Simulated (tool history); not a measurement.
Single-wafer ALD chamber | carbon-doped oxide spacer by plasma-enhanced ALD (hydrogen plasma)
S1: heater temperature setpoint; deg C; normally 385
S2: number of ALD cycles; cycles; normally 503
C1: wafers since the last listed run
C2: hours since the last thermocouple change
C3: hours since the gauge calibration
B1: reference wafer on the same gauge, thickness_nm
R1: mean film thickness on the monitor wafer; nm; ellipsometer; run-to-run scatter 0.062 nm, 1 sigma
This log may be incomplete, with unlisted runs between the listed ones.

| run | hour | S1 | S2 | C1 | C2 | C3 | B1 | R1 |
|---|---|---|---|---|---|---|---|---|
| 1 | 0 | 385 | 524 | 0 | 2188.9 | 126.6 | 28.134 | 25.849 |
| 2 | 9.5 | 385 | 503 | 5 | 2198.4 | 136.1 | 28.123 | 24.761 |
| 3 | 24.6 | 385 | 503 | 7 | 2213.5 | 151.2 | 28.092 | 24.839 |
| 4 | 40.3 | 385 | 503 | 8 | 2229.2 | 166.9 | 28.096 | 24.822 |
| 5 | 54.9 | 385 | 503 | 7 | 2243.8 | 181.5 | 28.104 | 24.756 |
| 6 | 68.2 | 385 | 503 | 7 | 2257.1 | 194.8 | 28.124 | 24.861 |
| 7 | 79 | 385 | 503 | 5 | 2267.9 | 205.6 | 28.09 | 24.879 |
| 8 | 91.8 | 385 | 503 | 6 | 2280.7 | 218.4 | 28.094 | 24.735 |
| 9 | 98.5 | 390 | 561 | 3 | 2287.4 | 225.1 | 28.08 | 27.721 |
| 10 | 149.7 | 385 | 558 | 27 | 2338.6 | 276.3 | 28.116 | 27.55 |
| 11 | 167.1 | 385 | 558 | 9 | 2356 | 293.7 | 28.092 | 27.465 |
| 12 | 182.2 | 385 | 558 | 7 | 2371.1 | 308.8 | 28.105 | 27.386 |
| 13 | 198.7 | 375 | 503 | 8 | 2387.6 | 325.3 | 28.095 | 24.824 |
| 14 | 215.2 | 375 | 503 | 8 | 2404.1 | 341.8 | 28.104 | 24.819 |
| 15 | 227.2 | 375 | 503 | 6 | 2416.1 | 353.8 | 28.083 | 24.778 |
| 16 | 234.1 | 392 | 503 | 3 | 2423 | 360.7 | 28.094 | 24.857 |
| 17 | 248 | 385 | 581 | 7 | 2436.9 | 374.6 | 28.09 | 28.619 |
| 18 | 262.7 | 385 | 581 | 7 | 2451.6 | 389.3 | 28.093 | 28.666 |
| 19 | 274 | 385 | 581 | 5 | 2462.9 | 400.6 | 28.079 | 28.621 |
| 20 | 282.2 | 385 | 503 | 4 | 2471.1 | 408.8 | 28.079 | 24.844 |
| 21 | 295.9 | 385 | 503 | 7 | 2484.8 | 422.5 | 28.115 | 24.817 |
| 22 | 308.2 | 377 | 503 | 6 | 2497.1 | 434.8 | 28.082 | 24.897 |
| 23 | 321.6 | 375 | 470 | 7 | 2510.5 | 448.2 | 28.089 | 23.225 |
| 24 | 336.1 | 385 | 503 | 7 | 2525 | 462.7 | 28.078 | 24.76 |
| 25 | 352.4 | 385 | 503 | 8 | 2541.3 | 479 | 28.094 | 24.801 |
| 26 | 358.7 | 394 | 453 | 3 | 2547.6 | 485.3 | 28.094 | 22.317 |
| 27 | 365.3 | 396 | 529 | 3 | 2554.2 | 491.9 | 28.086 | 25.995 |
| 28 | 381.8 | 385 | 554 | 8 | 2570.7 | 508.4 | 28.108 | 27.429 |
|  | 382.5 | gauge calibrated |
| 29 | 390.6 | 385 | 503 | 4 | 2579.5 | 8.1 | 28.107 | 24.813 |
| 30 | 400.8 | 380 | 528 | 5 | 2589.7 | 18.3 | 28.116 | 26.154 |
| 31 | 407.1 | 385 | 503 | 3 | 2596 | 24.6 | 28.091 | 24.844 |
| 32 | 414.9 | 379 | 425 | 4 | 2603.8 | 32.4 | 28.114 | 20.999 |
| 33 | 430.1 | 375 | 470 | 8 | 2619 | 47.6 | 28.108 | 23.273 |
|  | 439.2 | thermocouple changed; heater temperature recalibrated |
| 34 | 458.2 | 385 | 503 | 10 | 19 | 75.7 | 28.105 | 24.875 |
| 35 | 472.9 | 385 | 503 | 7 | 33.7 | 90.4 | 28.112 | 24.777 |
| 36 | 485.2 | 374 | 503 | 6 | 46 | 102.7 | 28.134 | 24.842 |
| 37 | 498.2 | 394 | 577 | 6 | 59 | 115.7 | 28.083 | 28.351 |
| 38 | 512.5 | 385 | 467 | 7 | 73.3 | 130 | 28.1 | 23.01 |
| 39 | 528.9 | 394 | 476 | 8 | 89.7 | 146.4 | 28.086 | 23.447 |
| 40 | 539.4 | 385 | 503 | 5 | 100.2 | 156.9 | 28.086 | 24.702 |
| 41 | 553.8 | 394 | 550 | 7 | 114.6 | 171.3 | 28.11 | 27.12 |
| 42 | 566.1 | 372 | 462 | 6 | 126.9 | 183.6 | 28.101 | 22.789 |
| 43 | 572.4 | 385 | 503 | 3 | 133.2 | 189.9 | 28.096 | 24.835 |
| 44 | 587.5 | 395 | 503 | 7 | 148.3 | 205 | 28.12 | 24.885 |

4 options for the next run, each taken on its own from the tool as it stands now. Forecast them:
| A | 588.7 | 385 | 503 | 0 | 149.5 | 206.2 | ? | ? |
| B | 588.7 | 374 | 451 | 0 | 149.5 | 206.2 | ? | ? |
| C | 588.7 | 398 | 503 | 0 | 149.5 | 206.2 | ? | ? |
| D | 588.7 | 370 | 599 | 0 | 149.5 | 206.2 | ? | ? |

| run | B1 | R1 |
|---|---|---|
| A | 28.09 | 24.875 |
| B | 28.09 | 22.304 |
| C | 28.09 | 24.875 |
| D | 28.09 | 29.623 |
What these runs would have given with no unlogged condition in the tool:
| run | R1 |
|---|---|
| A | 24.875 |
| B | 22.304 |
| C | 24.875 |
| D | 29.623 |
